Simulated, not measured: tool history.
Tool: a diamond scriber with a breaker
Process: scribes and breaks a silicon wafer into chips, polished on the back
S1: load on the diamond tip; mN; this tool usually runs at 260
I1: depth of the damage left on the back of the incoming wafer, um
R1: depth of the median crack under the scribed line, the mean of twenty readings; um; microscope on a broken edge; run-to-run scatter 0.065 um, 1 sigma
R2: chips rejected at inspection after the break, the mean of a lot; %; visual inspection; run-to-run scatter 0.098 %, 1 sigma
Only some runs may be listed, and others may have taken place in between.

run	hour	S1	I1	R1	R2
1	0.0	277	0.01	8.85	2.57
# hour 48.1: diamond tip replaced by a new one
# hour 64.2: load on the tip recalibrated
2	72.5	277	0.04	8.09	1.63
3	134.8	277	0.03	8.22	1.57
4	213.3	205	0.03	7.11	3.24
5	292.7	205	0.03	7.13	2.79
6	349.8	260	0.04	8.18	1.60
7	444.1	229	0.03	7.69	1.70
8	518.2	229	0.01	7.61	1.41
9	583.1	229	0.01	7.74	1.50
# hour 604.6: diamond tip replaced by a new one
10	688.9	221	0.02	7.73	1.65
11	751.3	322	0.04	9.38	5.52
12	832.0	328	0.05	9.60	7.00
13	920.4	234	0.05	8.02	1.59
14	1012.3	225	0.03	7.82	1.53
# hour 1128.0: diamond tip replaced by a new one
# hour 1215.0: load on the tip recalibrated
15	1334.5	238	0.02	7.66	1.51
16	1408.1	260	0.02	7.94	1.39
17	1491.3	291	0.02	8.38	2.20
18	1549.3	331	0.03	9.28	4.82
19	1644.6	260	0.01	8.09	1.36
20	1736.6	260	0.04	8.10	1.47

List, for all runs, the conditions of the tool that the log does not record:
share of the diamond tip's cutting effectiveness lost through wear, %: 0 in every run
H1: deviation of the load on the tip from its setpoint, %
run	H1
1	12
2	1.85
3	2.73
4	3.85
5	4.97
6	5.78
7	7.11
8	8.16
9	9.08
10	10.6
11	11.5
12	12.6
13	13.9
14	15.2
15	1.47
16	2.51
17	3.69
18	4.51
19	5.86
20	7.16
